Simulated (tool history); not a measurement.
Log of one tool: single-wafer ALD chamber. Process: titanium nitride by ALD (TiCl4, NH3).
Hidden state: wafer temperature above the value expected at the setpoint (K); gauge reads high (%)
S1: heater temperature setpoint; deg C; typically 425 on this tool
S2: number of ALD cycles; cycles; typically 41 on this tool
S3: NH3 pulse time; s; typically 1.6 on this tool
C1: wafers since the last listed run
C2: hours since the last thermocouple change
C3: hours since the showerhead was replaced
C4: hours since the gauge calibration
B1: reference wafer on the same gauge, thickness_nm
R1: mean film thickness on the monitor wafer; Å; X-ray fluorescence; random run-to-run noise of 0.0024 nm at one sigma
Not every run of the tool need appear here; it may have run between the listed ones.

{"run": 1, "hour": 0.0, "S1": 425, "S2": 41, "S3": 1.32, "C1": 0, "C2": 2246.2, "C3": 7253.1, "C4": 197.3, "B1": 1.145, "R1": 9.64}
{"run": 2, "hour": 12.6, "S1": 425, "S2": 41, "S3": 1.32, "C1": 76, "C2": 2258.8, "C3": 7265.7, "C4": 209.9, "B1": 1.146, "R1": 9.67}
{"run": 3, "hour": 30.4, "S1": 425, "S2": 41, "S3": 2.1, "C1": 107, "C2": 2276.6, "C3": 7283.5, "C4": 227.7, "B1": 1.147, "R1": 9.83}
{"run": 4, "hour": 41.6, "S1": 425, "S2": 41, "S3": 1.6, "C1": 67, "C2": 2287.8, "C3": 7294.7, "C4": 238.9, "B1": 1.148, "R1": 9.75}
{"run": 5, "hour": 56.9, "S1": 425, "S2": 41, "S3": 1.4, "C1": 92, "C2": 2303.1, "C3": 7310, "C4": 254.2, "B1": 1.15, "R1": 9.71}
{"run": 6, "hour": 63.3, "S1": 425, "S2": 41, "S3": 1.4, "C1": 38, "C2": 2309.5, "C3": 7316.4, "C4": 260.6, "B1": 1.151, "R1": 9.71}
{"run": 7, "hour": 70.9, "S1": 425, "S2": 41, "S3": 1.6, "C1": 46, "C2": 2317.1, "C3": 7324, "C4": 268.2, "B1": 1.15, "R1": 9.79}
{"run": 8, "hour": 87.9, "S1": 425, "S2": 41, "S3": 1.6, "C1": 103, "C2": 2334.1, "C3": 7341, "C4": 285.2, "B1": 1.152, "R1": 9.75}
{"run": 9, "hour": 94.8, "S1": 425, "S2": 45, "S3": 1.6, "C1": 41, "C2": 2341, "C3": 7347.9, "C4": 292.1, "B1": 1.152, "R1": 10.77}
{"run": 10, "hour": 106.8, "S1": 425, "S2": 45, "S3": 1.6, "C1": 72, "C2": 2353, "C3": 7359.9, "C4": 304.1, "B1": 1.153, "R1": 10.79}
{"run": 11, "hour": 121.6, "S1": 425, "S2": 45, "S3": 1.6, "C1": 89, "C2": 2367.8, "C3": 7374.7, "C4": 318.9, "B1": 1.156, "R1": 10.83}
{"run": 12, "hour": 137.7, "S1": 419, "S2": 38, "S3": 1.6, "C1": 97, "C2": 2383.9, "C3": 7390.8, "C4": 335, "B1": 1.157, "R1": 9.1}
{"run": 13, "hour": 145.8, "S1": 425, "S2": 41, "S3": 1.4, "C1": 49, "C2": 2392, "C3": 7398.9, "C4": 343.1, "B1": 1.157, "R1": 9.79}
{"run": 14, "hour": 156.7, "S1": 431, "S2": 41, "S3": 2.23, "C1": 66, "C2": 2402.9, "C3": 7409.8, "C4": 354, "B1": 1.157, "R1": 9.89}
{"hour": 158.4, "done": "gauge calibrated"}
{"hour": 174.7, "done": "showerhead replaced"}
{"hour": 175.2, "done": "thermocouple changed; heater temperature recalibrated"}
{"run": 15, "hour": 175.7, "S1": 437, "S2": 41, "S3": 1.6, "C1": 63, "C2": 0.5, "C3": 1, "C4": 17.3, "B1": 1.141, "R1": 9.69}

Expected results for the next run?
{"run": 16, "hour": 211.8, "S1": 412, "S2": 38, "S3": 1.13, "C1": 218, "C2": 36.6, "C3": 37.1, "C4": 53.4, "B1": "?", "R1": "?"}

B1: 1.141
R1: 8.79 Å
The same run, on a tool lacking any hidden state, would have yielded R1 8.78 Å.

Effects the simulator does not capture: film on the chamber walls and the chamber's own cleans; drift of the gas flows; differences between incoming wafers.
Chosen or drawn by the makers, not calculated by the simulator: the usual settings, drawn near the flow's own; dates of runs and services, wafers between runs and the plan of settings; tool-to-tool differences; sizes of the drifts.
